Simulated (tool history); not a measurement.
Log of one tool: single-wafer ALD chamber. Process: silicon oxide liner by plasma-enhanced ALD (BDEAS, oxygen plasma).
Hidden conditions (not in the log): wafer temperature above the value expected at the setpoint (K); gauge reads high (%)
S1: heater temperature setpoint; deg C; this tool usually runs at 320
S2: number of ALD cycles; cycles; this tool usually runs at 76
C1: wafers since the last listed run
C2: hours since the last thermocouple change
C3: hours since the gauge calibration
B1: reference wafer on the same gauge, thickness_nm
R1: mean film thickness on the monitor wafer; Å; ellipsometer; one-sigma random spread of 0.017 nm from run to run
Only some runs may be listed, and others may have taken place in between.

run,hour,S1,S2,C1,C2,C3,B1,R1
1,0,331,76,0,299.9,1064.3,6.253,64.77
2,101.2,331,76,432,401.1,1165.5,6.246,64.54
3,386.6,331,76,1220,686.5,1450.9,6.23,64.27
4,440.6,320,76,230,740.5,1504.9,6.23,65.51
5,495,320,76,232,794.9,1559.3,6.229,65.26
6,587.1,320,76,393,887,1651.4,6.225,65.4
7,641,320,76,230,940.9,1705.3,6.223,65.4
8,742.6,320,76,434,1042.5,1806.9,6.221,65.09
9,850.4,320,76,461,1150.3,1914.7,6.217,65.32
# hour 874.3: thermocouple changed; heater temperature recalibrated
10,945.3,320,76,371,71,2009.6,6.214,65.28
11,1017.2,320,69,307,142.9,2081.5,6.213,59.09
12,1094.9,320,76,332,220.6,2159.2,6.21,65.35
13,1185.1,320,76,385,310.8,2249.4,6.212,65.3
14,1238.1,320,76,226,363.8,2302.4,6.209,65.3
15,1279,320,76,174,404.7,2343.3,6.209,65.09
16,1327.6,320,80,207,453.3,2391.9,6.207,68.73
17,1398,320,76,301,523.7,2462.3,6.207,65.27
18,1504.8,320,76,456,630.5,2569.1,6.206,65.03
# hour 1565.5: gauge calibrated
19,1581.5,320,76,328,707.2,16,6.413,67.39
20,1646.6,326,66,278,772.3,81.1,6.392,57.81
21,1752.1,310,68,451,877.8,186.6,6.37,60.52
22,1853.4,320,76,433,979.1,287.9,6.352,66.71
23,1920.7,320,76,287,1046.4,355.2,6.343,66.58
24,1974.4,310,80,229,1100.1,408.9,6.334,71.12
25,2032.7,312,76,249,1158.4,467.2,6.326,67.11
26,2120.7,332,80,376,1246.4,555.2,6.319,68.83
27,2204.4,306,83,357,1330.1,638.9,6.305,73.72
# hour 2258.5: thermocouple changed; heater temperature recalibrated
28,2271.6,313,69,253,13.1,706.1,6.3,60.69
29,2325,320,81,228,66.5,759.5,6.297,70.26
30,2401,327,62,325,142.5,835.5,6.286,53.49
31,2470.6,330,91,297,212.1,905.1,6.282,77.8
32,2572.4,333,85,435,313.9,1006.9,6.276,72.24
33,2670.5,312,64,419,412,1105,6.267,55.99
34,2756,335,81,365,497.5,1190.5,6.262,68.93
35,2806,320,90,213,547.5,1240.5,6.261,78.22
36,2875.7,325,90,298,617.2,1310.2,6.256,77.44
37,2914.2,320,76,164,655.7,1348.7,6.257,65.85
38,3015.1,320,62,431,756.6,1449.6,6.248,53.31

Table of differences, measured result less the result of that run with no hidden state. Run-to-run variation is the same in both. Gauge scatter possibly is not:
run,R1
1,-1.82
2,-1.87
3,-2.02
4,-2.08
5,-2.1
6,-2.14
7,-2.16
8,-2.18
9,-2.22
10,-2.24
11,-2.04
12,-2.28
13,-2.29
14,-2.31
15,-2.3
16,-2.43
17,-2.33
18,-2.33
19,-0.22
20,-0.32
21,-0.54
22,-0.78
23,-0.9
24,-1.05
25,-1.08
26,-1.23
27,-1.43
28,-1.25
29,-1.51
30,-1.21
31,-1.83
32,-1.8
33,-1.45
34,-1.85
35,-2.13
36,-2.15
37,-1.85
38,-1.54
